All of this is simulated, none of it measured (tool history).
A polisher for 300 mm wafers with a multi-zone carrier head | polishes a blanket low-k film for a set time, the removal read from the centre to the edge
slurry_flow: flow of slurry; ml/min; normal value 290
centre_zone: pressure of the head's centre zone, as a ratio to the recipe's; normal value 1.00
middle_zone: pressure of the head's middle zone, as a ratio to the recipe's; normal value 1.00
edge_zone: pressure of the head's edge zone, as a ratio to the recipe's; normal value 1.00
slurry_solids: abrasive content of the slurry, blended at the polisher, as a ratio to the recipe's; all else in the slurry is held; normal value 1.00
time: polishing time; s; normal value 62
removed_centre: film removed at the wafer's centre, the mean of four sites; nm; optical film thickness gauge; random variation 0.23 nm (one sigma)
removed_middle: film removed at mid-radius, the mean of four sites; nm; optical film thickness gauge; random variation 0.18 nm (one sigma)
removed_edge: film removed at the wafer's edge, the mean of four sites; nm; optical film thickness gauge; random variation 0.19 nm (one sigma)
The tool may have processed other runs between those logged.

| run | hour | slurry_flow | centre_zone | middle_zone | edge_zone | slurry_solids | time | wafers since the last listed run | wafers polished on this pad | hours since the slurry nozzle was cleaned | hours since the centre zone pressure was calibrated | hours since the edge zone pressure was calibrated | hours since the carrier head's membrane was replaced | incoming thickness of the incoming film, nm | removed_centre | removed_middle | removed_edge |
|---|---|---|---|---|---|---|---|---|---|---|---|---|---|---|---|---|---|
| 1 | 0.0 | 290 | 1.00 | 1.00 | 1.00 | 1.25 | 62 | 0 | 171 | 118.9 | 472.9 | 57.7 | 1776.7 | 341.0 | 20.0 | 20.7 | 20.8 |
|  | 121.3 | centre zone pressure recalibrated |
| 2 | 150.0 | 290 | 1.00 | 1.00 | 1.00 | 1.00 | 62 | 1403 | 1575 | 268.9 | 28.7 | 207.7 | 1926.7 | 342.4 | 18.2 | 18.1 | 18.6 |
| 3 | 210.8 | 290 | 1.00 | 1.00 | 1.00 | 1.00 | 62 | 576 | 2151 | 329.7 | 89.5 | 268.5 | 1987.5 | 344.1 | 17.8 | 18.0 | 18.7 |
| 4 | 239.1 | 290 | 0.94 | 1.00 | 1.00 | 1.00 | 62 | 268 | 2420 | 358.0 | 117.8 | 296.8 | 2015.8 | 340.5 | 16.8 | 18.2 | 18.5 |
|  | 256.4 | carrier head's membrane replaced by a new one |
|  | 362.8 | worn pad replaced by a new one |
| 5 | 451.2 | 290 | 1.00 | 1.00 | 1.00 | 1.00 | 62 | 1926 | 838 | 570.1 | 329.9 | 508.9 | 194.8 | 338.2 | 17.9 | 17.6 | 17.8 |
| 6 | 510.7 | 325 | 1.00 | 1.00 | 1.00 | 0.75 | 62 | 564 | 1403 | 629.6 | 389.4 | 568.4 | 254.3 | 342.2 | 14.9 | 15.2 | 15.5 |
| 7 | 575.6 | 290 | 1.00 | 1.00 | 1.00 | 1.00 | 82 | 615 | 2018 | 694.5 | 454.3 | 633.3 | 319.2 | 347.7 | 22.2 | 23.0 | 23.9 |
| 8 | 621.5 | 290 | 1.10 | 1.00 | 1.00 | 0.90 | 62 | 435 | 2453 | 740.4 | 500.2 | 679.2 | 365.1 | 340.8 | 17.6 | 16.2 | 16.5 |
|  | 648.4 | centre zone pressure recalibrated |
| 9 | 668.3 | 290 | 1.04 | 0.89 | 1.12 | 1.00 | 62 | 424 | 2878 | 787.2 | 19.9 | 726.0 | 411.9 | 346.9 | 17.4 | 15.4 | 18.4 |
| 10 | 693.3 | 290 | 1.00 | 0.95 | 1.00 | 1.00 | 62 | 237 | 3116 | 812.2 | 44.9 | 751.0 | 436.9 | 340.5 | 16.3 | 16.0 | 17.4 |
|  | 715.8 | worn pad replaced by a new one |
| 11 | 742.4 | 290 | 1.00 | 1.00 | 1.00 | 1.00 | 62 | 427 | 252 | 861.3 | 94.0 | 800.1 | 486.0 | 342.8 | 16.4 | 16.5 | 17.2 |
| 12 | 792.8 | 290 | 1.00 | 1.00 | 0.93 | 0.90 | 62 | 478 | 730 | 911.7 | 144.4 | 850.5 | 536.4 | 336.7 | 15.3 | 15.2 | 15.3 |
|  | 796.5 | slurry nozzle cleaned |
| 13 | 845.1 | 290 | 1.00 | 1.00 | 1.00 | 1.00 | 62 | 486 | 1216 | 48.6 | 196.7 | 902.8 | 588.7 | 337.2 | 18.4 | 18.6 | 18.6 |
| 14 | 915.0 | 290 | 1.00 | 1.00 | 1.00 | 1.00 | 62 | 662 | 1879 | 118.5 | 266.6 | 972.7 | 658.6 | 342.6 | 18.4 | 18.5 | 18.2 |
| 15 | 956.5 | 195 | 1.06 | 0.88 | 0.95 | 1.00 | 62 | 393 | 2273 | 160.0 | 308.1 | 1014.2 | 700.1 | 343.7 | 17.9 | 15.6 | 17.5 |
| 16 | 991.6 | 290 | 1.00 | 1.00 | 0.88 | 1.00 | 62 | 332 | 2606 | 195.1 | 343.2 | 1049.3 | 735.2 | 340.5 | 18.2 | 18.1 | 17.4 |
| 17 | 1060.1 | 290 | 1.05 | 1.00 | 1.00 | 1.20 | 62 | 649 | 3255 | 263.6 | 411.7 | 1117.8 | 803.7 | 341.7 | 20.9 | 19.9 | 20.0 |
| 18 | 1099.8 | 325 | 1.00 | 1.11 | 1.06 | 1.20 | 62 | 376 | 3632 | 303.3 | 451.4 | 1157.5 | 843.4 | 342.0 | 19.9 | 22.1 | 21.1 |

For run 19, what comes out?
|  | 1104.9 | worn pad replaced by a new one |
| 19 | 1142.4 | 290 | 1.00 | 1.00 | 1.00 | 1.00 | 62 | 366 | 355 | 345.9 | 494.0 | 1200.1 | 886.0 | 343.7 | ? | ? | ? |

removed_centre: 18.2 nm
removed_middle: 18.2 nm
removed_edge: 18.5 nm
On a tool with no hidden condition, and with the same random variation, this run would have come out at removed_centre 18.5 nm, removed_middle 18.4 nm, removed_edge 18.7 nm.
